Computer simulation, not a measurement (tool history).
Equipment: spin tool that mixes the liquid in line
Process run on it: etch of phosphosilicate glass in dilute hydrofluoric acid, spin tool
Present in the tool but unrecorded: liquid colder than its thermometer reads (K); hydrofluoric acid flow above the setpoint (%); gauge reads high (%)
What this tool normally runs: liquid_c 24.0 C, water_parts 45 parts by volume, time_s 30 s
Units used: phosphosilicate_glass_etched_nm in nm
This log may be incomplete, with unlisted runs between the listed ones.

run   hour  liquid_c  water_parts  time_s  wafers since the last listed run  hours since the thermometer was replaced  hours since the hydrofluoric acid flow meter was replaced  hours since the gauge calibration  read-back film thickness of the phosphosilicate glass reference wafer, read on the same gauge (nm)  phosphosilicate_glass_etched_nm
  1    0.0      24.0           45      30                                 0                                     205.3                                                       38.5                              652.8                                                                                               29.97                            77.57
  2   12.4      24.0           45      30                               241                                     217.7                                                       50.9                              665.2                                                                                               29.98                            77.26
  3   39.4      21.5           45      30                               525                                     244.7                                                       77.9                              692.2                                                                                               29.99                            68.50
  4   74.4      21.5           45      30                               681                                     279.7                                                      112.9                              727.2                                                                                               30.02                            69.07
  5  107.8      24.0           45      20                               650                                     313.1                                                      146.3                              760.6                                                                                               29.99                            51.05
  6  125.0      24.0           45      20                               334                                     330.3                                                      163.5                              777.8                                                                                               30.01                            50.57
  7  148.5      24.0           45      30                               457                                     353.8                                                      187.0                              801.3                                                                                               29.99                            76.40
  8  174.8      24.0           45      30                               512                                     380.1                                                      213.3                              827.6                                                                                               30.01                            75.42
  9  198.6      26.5           30      45                               463                                     403.9                                                      237.1                              851.4                                                                                               30.04                           194.56
 10  228.7      24.0           30      15                               586                                     434.0                                                      267.2                              881.5                                                                                               29.99                            58.30
 11  243.3      24.0           60      20                               284                                     448.6                                                      281.8                              896.1                                                                                               29.99                            36.97
 12  274.2      28.0           45      30                               601                                     479.5                                                      312.7                              927.0                                                                                               29.99                            90.06
 13  310.1      24.0           45      30                               699                                     515.4                                                      348.6                              962.9                                                                                               29.96                            75.72
 14  339.0      26.0           45      15                               562                                     544.3                                                      377.5                              991.8                                                                                               29.97                            40.85
     358.4  -- gauge calibrated
 15  369.7      20.5           45      30                               597                                     575.0                                                      408.2                               11.3                                                                                               30.02                            65.00
 16  397.1      24.0           45      40                               533                                     602.4                                                      435.6                               38.7                                                                                               30.00                            99.36
 17  429.6      26.0           45      30                               632                                     634.9                                                      468.1                               71.2                                                                                               30.00                            81.18
 18  455.0      24.0           45      15                               494                                     660.3                                                      493.5                               96.6                                                                                               30.00                            37.27
     465.4  -- hydrofluoric acid flow meter replaced
 19  483.7      24.0           45      30                               539                                     689.0                                                       18.3                              125.3                                                                                               30.00                            74.64
     509.8  -- thermometer replaced
 20  517.3      27.5           45      25                               634                                       7.5                                                       51.9                              158.9                                                                                               30.00                            75.08
 21  537.4      24.0           45      30                               391                                      27.6                                                       72.0                              179.0                                                                                               29.99                            76.57
 22  551.7      27.0           45      50                               278                                      41.9                                                       86.3                              193.3                                                                                               30.00                           146.49
 23  580.4      24.0           30      40                               558                                      70.6                                                      115.0                              222.0                                                                                               29.96                           158.03
 24  602.0      24.0           45      30                               420                                      92.2                                                      136.6                              243.6                                                                                               29.97                            77.14
 25  632.5      26.0           65      40                               593                                     122.7                                                      167.1                              274.1                                                                                               29.96                            75.18
 26  657.5      28.0           50      20                               486                                     147.7                                                      192.1                              299.1                                                                                               30.01                            53.93
 27  687.1      24.0           45      30                               576                                     177.3                                                      221.7                              328.7                                                                                               29.99                            75.90
 28  712.1      19.0           30      45                               486                                     202.3                                                      246.7                              353.7                                                                                               30.04                           141.51
 29  732.0      24.0           45      30                               387                                     222.2                                                      266.6                              373.6                                                                                               29.97                            76.86
 30  745.0      24.0           45      30                               253                                     235.2                                                      279.6                              386.6                                                                                               30.01                            76.21
 31  766.5      22.0           35      15                               418                                     256.7                                                      301.1                              408.1                                                                                               29.99                            45.65

For each run, what was the tool's unlogged condition?
hydrofluoric acid flow above the setpoint (%): 0 at every run
gauge reads high (%): 0 at every run
H1: liquid colder than its thermometer reads (K)
run     H1
  1  0.354
  2  0.374
  3  0.417
  4  0.474
  5  0.527
  6  0.555
  7  0.593
  8  0.635
  9  0.674
 10  0.722
 11  0.745
 12  0.795
 13  0.853
 14  0.899
 15  0.949
 16  0.993
 17   1.05
 18   1.09
 19   1.13
 20  0.147
 21  0.179
 22  0.202
 23  0.248
 24  0.283
 25  0.332
 26  0.373
 27   0.42
 28   0.46
 29  0.492
 30  0.513
 31  0.548
